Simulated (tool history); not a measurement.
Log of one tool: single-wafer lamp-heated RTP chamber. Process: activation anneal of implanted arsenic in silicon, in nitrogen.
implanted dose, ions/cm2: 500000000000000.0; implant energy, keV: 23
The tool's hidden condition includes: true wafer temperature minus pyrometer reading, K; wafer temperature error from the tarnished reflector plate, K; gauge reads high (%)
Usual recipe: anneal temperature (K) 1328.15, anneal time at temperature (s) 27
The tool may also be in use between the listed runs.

run	day	anneal temperature (K)	anneal time at temperature (s)	wafers since the last listed run	wafers since the last pyrometer calibration	wafers since the reflector plate was cleaned	hours since the gauge calibration	read-back reference wafer on the same gauge, sheet resistance	sheet resistance of the implanted and annealed layer (ohm/square)
1	0.000	1315.15	27	0	1901	4027	96.5	168.99	210.92
2	2.883	1315.15	27	740	2642	4767	165.7	168.90	211.75
3	4.088	1328.15	27	309	2951	5076	194.6	169.05	210.16
4	6.796	1328.15	27	695	3646	5772	259.6	168.98	208.64
# day 7.462: pyrometer window cleaned and pyrometer calibrated
5	9.062	1328.15	27	496	410	6268	314.0	169.01	209.46
# day 11.417: reflector plate cleaned
6	11.438	1316.15	27	524	934	5	371.0	168.97	212.06
7	15.538	1316.15	27	1052	1987	1058	469.4	168.94	211.72
8	17.362	1316.15	27	468	2456	1526	513.2	169.00	212.48
9	20.033	1328.15	40	685	3141	2212	577.3	169.03	206.10
10	22.021	1328.15	27	510	3652	2722	625.0	169.11	209.15
11	24.421	1349.15	40	616	4268	3339	682.6	169.00	201.05
# day 25.571: pyrometer window cleaned and pyrometer calibrated
# day 26.288: gauge calibrated
12	26.546	1357.15	19	460	250	3799	6.2	168.99	206.81

Estimate the outcome of run 13 from the log above:
13	29.029	1318.15	27	637	887	4436	65.8	?	?

Run 13 yielded read-back reference wafer on the same gauge, sheet resistance 169.09, sheet resistance of the implanted and annealed layer (ohm/square) 211.27.
Were there no unlogged condition in the tool, this run, its random variation unchanged, would have produced sheet resistance of the implanted and annealed layer (ohm/square) 212.69.
